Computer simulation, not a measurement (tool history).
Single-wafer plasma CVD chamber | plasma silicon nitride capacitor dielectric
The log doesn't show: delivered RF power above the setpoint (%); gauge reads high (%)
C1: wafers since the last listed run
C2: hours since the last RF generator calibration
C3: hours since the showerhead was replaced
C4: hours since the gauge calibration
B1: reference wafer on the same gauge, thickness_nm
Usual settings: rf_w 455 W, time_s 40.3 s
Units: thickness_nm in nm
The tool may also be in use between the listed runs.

{"run": 1, "day": 0.0, "rf_w": 455, "time_s": 36.6, "C1": 0, "C2": 1114.7, "C3": 6328.1, "C4": 419.3, "B1": 63.819, "thickness_nm": 50.355}
{"run": 2, "day": 0.971, "rf_w": 455, "time_s": 36.6, "C1": 363, "C2": 1138.0, "C3": 6351.4, "C4": 442.6, "B1": 63.811, "thickness_nm": 50.249}
{"run": 3, "day": 2.079, "rf_w": 455, "time_s": 36.6, "C1": 414, "C2": 1164.6, "C3": 6378.0, "C4": 469.2, "B1": 63.873, "thickness_nm": 50.277}
{"run": 4, "day": 3.071, "rf_w": 455, "time_s": 40.3, "C1": 370, "C2": 1188.4, "C3": 6401.8, "C4": 493.0, "B1": 63.843, "thickness_nm": 55.37}
{"run": 5, "day": 4.062, "rf_w": 455, "time_s": 40.3, "C1": 370, "C2": 1212.2, "C3": 6425.6, "C4": 516.8, "B1": 63.798, "thickness_nm": 55.471}
{"run": 6, "day": 5.204, "rf_w": 455, "time_s": 35.1, "C1": 426, "C2": 1239.6, "C3": 6453.0, "C4": 544.2, "B1": 63.834, "thickness_nm": 48.401}
{"run": 7, "day": 6.221, "rf_w": 455, "time_s": 35.1, "C1": 380, "C2": 1264.0, "C3": 6477.4, "C4": 568.6, "B1": 63.798, "thickness_nm": 48.398}
{"run": 8, "day": 7.292, "rf_w": 490, "time_s": 40.3, "C1": 400, "C2": 1289.7, "C3": 6503.1, "C4": 594.3, "B1": 63.748, "thickness_nm": 56.389}
{"run": 9, "day": 7.979, "rf_w": 490, "time_s": 40.3, "C1": 257, "C2": 1306.2, "C3": 6519.6, "C4": 610.8, "B1": 63.811, "thickness_nm": 56.41}
{"run": 10, "day": 9.329, "rf_w": 455, "time_s": 40.3, "C1": 504, "C2": 1338.6, "C3": 6552.0, "C4": 643.2, "B1": 63.821, "thickness_nm": 55.489}
{"run": 11, "day": 10.492, "rf_w": 455, "time_s": 40.3, "C1": 434, "C2": 1366.5, "C3": 6579.9, "C4": 671.1, "B1": 63.83, "thickness_nm": 55.316}
{"run": 12, "day": 11.604, "rf_w": 455, "time_s": 44.8, "C1": 416, "C2": 1393.2, "C3": 6606.6, "C4": 697.8, "B1": 63.776, "thickness_nm": 61.573}
{"run": 13, "day": 12.212, "rf_w": 520, "time_s": 42.7, "C1": 227, "C2": 1407.8, "C3": 6621.2, "C4": 712.4, "B1": 63.779, "thickness_nm": 60.957}
{"run": 14, "day": 13.117, "rf_w": 520, "time_s": 42.7, "C1": 338, "C2": 1429.5, "C3": 6642.9, "C4": 734.1, "B1": 63.815, "thickness_nm": 60.695}
{"run": 15, "day": 13.704, "rf_w": 455, "time_s": 40.3, "C1": 219, "C2": 1443.6, "C3": 6657.0, "C4": 748.2, "B1": 63.798, "thickness_nm": 55.343}
{"run": 16, "day": 14.712, "rf_w": 455, "time_s": 40.3, "C1": 377, "C2": 1467.8, "C3": 6681.2, "C4": 772.4, "B1": 63.795, "thickness_nm": 55.403}
{"run": 17, "day": 15.717, "rf_w": 455, "time_s": 40.3, "C1": 375, "C2": 1491.9, "C3": 6705.3, "C4": 796.5, "B1": 63.757, "thickness_nm": 55.481}
{"day": 16.383, "done": "showerhead replaced"}
{"run": 18, "day": 16.688, "rf_w": 395, "time_s": 45.5, "C1": 238, "C2": 1515.2, "C3": 7.3, "C4": 819.8, "B1": 63.815, "thickness_nm": 60.343}
{"run": 19, "day": 17.267, "rf_w": 395, "time_s": 45.5, "C1": 216, "C2": 1529.1, "C3": 21.2, "C4": 833.7, "B1": 63.795, "thickness_nm": 60.423}
{"run": 20, "day": 18.371, "rf_w": 395, "time_s": 45.5, "C1": 412, "C2": 1555.6, "C3": 47.7, "C4": 860.2, "B1": 63.812, "thickness_nm": 60.503}
{"run": 21, "day": 19.567, "rf_w": 455, "time_s": 40.3, "C1": 447, "C2": 1584.3, "C3": 76.4, "C4": 888.9, "B1": 63.736, "thickness_nm": 55.31}
{"run": 22, "day": 20.838, "rf_w": 455, "time_s": 40.3, "C1": 475, "C2": 1614.8, "C3": 106.9, "C4": 919.4, "B1": 63.786, "thickness_nm": 55.229}
{"day": 22.85, "done": "gauge calibrated"}
{"run": 23, "day": 23.825, "rf_w": 455, "time_s": 40.3, "C1": 1117, "C2": 1686.5, "C3": 178.6, "C4": 23.4, "B1": 63.873, "thickness_nm": 55.272}
{"run": 24, "day": 24.567, "rf_w": 495, "time_s": 43.2, "C1": 277, "C2": 1704.3, "C3": 196.4, "C4": 41.2, "B1": 63.8, "thickness_nm": 60.746}
{"run": 25, "day": 25.317, "rf_w": 370, "time_s": 36.4, "C1": 280, "C2": 1722.3, "C3": 214.4, "C4": 59.2, "B1": 63.848, "thickness_nm": 47.12}
{"run": 26, "day": 26.483, "rf_w": 480, "time_s": 35.2, "C1": 436, "C2": 1750.3, "C3": 242.4, "C4": 87.2, "B1": 63.789, "thickness_nm": 49.254}
{"run": 27, "day": 27.312, "rf_w": 395, "time_s": 40.3, "C1": 310, "C2": 1770.2, "C3": 262.3, "C4": 107.1, "B1": 63.811, "thickness_nm": 53.421}
{"run": 28, "day": 28.546, "rf_w": 455, "time_s": 40.3, "C1": 461, "C2": 1799.8, "C3": 291.9, "C4": 136.7, "B1": 63.791, "thickness_nm": 55.415}
{"run": 29, "day": 29.292, "rf_w": 415, "time_s": 37.8, "C1": 278, "C2": 1817.7, "C3": 309.8, "C4": 154.6, "B1": 63.853, "thickness_nm": 50.774}
{"run": 30, "day": 30.308, "rf_w": 495, "time_s": 43.2, "C1": 380, "C2": 1842.1, "C3": 334.2, "C4": 179.0, "B1": 63.753, "thickness_nm": 60.352}
{"run": 31, "day": 34.525, "rf_w": 375, "time_s": 48.2, "C1": 1576, "C2": 1943.3, "C3": 435.4, "C4": 280.2, "B1": 63.873, "thickness_nm": 62.941}
{"day": 35.992, "done": "RF generator calibrated"}
{"run": 32, "day": 36.012, "rf_w": 455, "time_s": 40.3, "C1": 431, "C2": 0.5, "C3": 471.1, "C4": 315.9, "B1": 63.809, "thickness_nm": 56.629}
{"run": 33, "day": 36.858, "rf_w": 535, "time_s": 46.1, "C1": 316, "C2": 20.8, "C3": 491.4, "C4": 336.2, "B1": 63.86, "thickness_nm": 67.214}
{"run": 34, "day": 37.529, "rf_w": 455, "time_s": 40.3, "C1": 250, "C2": 36.9, "C3": 507.5, "C4": 352.3, "B1": 63.82, "thickness_nm": 56.341}
{"run": 35, "day": 38.546, "rf_w": 455, "time_s": 40.3, "C1": 380, "C2": 61.3, "C3": 531.9, "C4": 376.7, "B1": 63.772, "thickness_nm": 56.172}
{"run": 36, "day": 39.467, "rf_w": 510, "time_s": 45.9, "C1": 344, "C2": 83.4, "C3": 554.0, "C4": 398.8, "B1": 63.807, "thickness_nm": 66.005}
{"run": 37, "day": 40.254, "rf_w": 395, "time_s": 44.9, "C1": 294, "C2": 102.3, "C3": 572.9, "C4": 417.7, "B1": 63.843, "thickness_nm": 60.558}
{"run": 38, "day": 41.392, "rf_w": 530, "time_s": 46.1, "C1": 425, "C2": 129.6, "C3": 600.2, "C4": 445.0, "B1": 63.812, "thickness_nm": 66.432}
{"run": 39, "day": 42.55, "rf_w": 505, "time_s": 44.7, "C1": 433, "C2": 157.4, "C3": 628.0, "C4": 472.8, "B1": 63.827, "thickness_nm": 63.877}
{"run": 40, "day": 43.467, "rf_w": 535, "time_s": 34.4, "C1": 342, "C2": 179.4, "C3": 650.0, "C4": 494.8, "B1": 63.863, "thickness_nm": 49.693}
{"run": 41, "day": 44.958, "rf_w": 370, "time_s": 44.1, "C1": 557, "C2": 215.2, "C3": 685.8, "C4": 530.6, "B1": 63.818, "thickness_nm": 58.387}
{"run": 42, "day": 46.379, "rf_w": 420, "time_s": 36.3, "C1": 531, "C2": 249.3, "C3": 719.9, "C4": 564.7, "B1": 63.812, "thickness_nm": 49.357}
{"run": 43, "day": 47.088, "rf_w": 365, "time_s": 43.4, "C1": 264, "C2": 266.3, "C3": 736.9, "C4": 581.7, "B1": 63.837, "thickness_nm": 56.717}

Measured less the same run without the tool's hidden state. The same run-to-run variation is in both; the gauge's scatter may not be:
run=1 thickness_nm=-0.976
run=2 thickness_nm=-0.981
run=3 thickness_nm=-0.989
run=4 thickness_nm=-1.096
run=5 thickness_nm=-1.104
run=6 thickness_nm=-0.970
run=7 thickness_nm=-0.975
run=8 thickness_nm=-1.143
run=9 thickness_nm=-1.147
run=10 thickness_nm=-1.135
run=11 thickness_nm=-1.138
run=12 thickness_nm=-1.273
run=13 thickness_nm=-1.264
run=14 thickness_nm=-1.262
run=15 thickness_nm=-1.153
run=16 thickness_nm=-1.159
run=17 thickness_nm=-1.165
run=18 thickness_nm=-1.271
run=19 thickness_nm=-1.276
run=20 thickness_nm=-1.282
run=21 thickness_nm=-1.176
run=22 thickness_nm=-1.179
run=23 thickness_nm=-1.189
run=24 thickness_nm=-1.309
run=25 thickness_nm=-1.017
run=26 thickness_nm=-1.066
run=27 thickness_nm=-1.157
run=28 thickness_nm=-1.205
run=29 thickness_nm=-1.105
run=30 thickness_nm=-1.316
run=31 thickness_nm=-1.382
run=32 thickness_nm=-0.103
run=33 thickness_nm=-0.173
run=34 thickness_nm=-0.177
run=35 thickness_nm=-0.225
run=36 thickness_nm=-0.313
run=37 thickness_nm=-0.324
run=38 thickness_nm=-0.413
run=39 thickness_nm=-0.450
run=40 thickness_nm=-0.382
run=41 thickness_nm=-0.506
run=42 thickness_nm=-0.472
run=43 thickness_nm=-0.566

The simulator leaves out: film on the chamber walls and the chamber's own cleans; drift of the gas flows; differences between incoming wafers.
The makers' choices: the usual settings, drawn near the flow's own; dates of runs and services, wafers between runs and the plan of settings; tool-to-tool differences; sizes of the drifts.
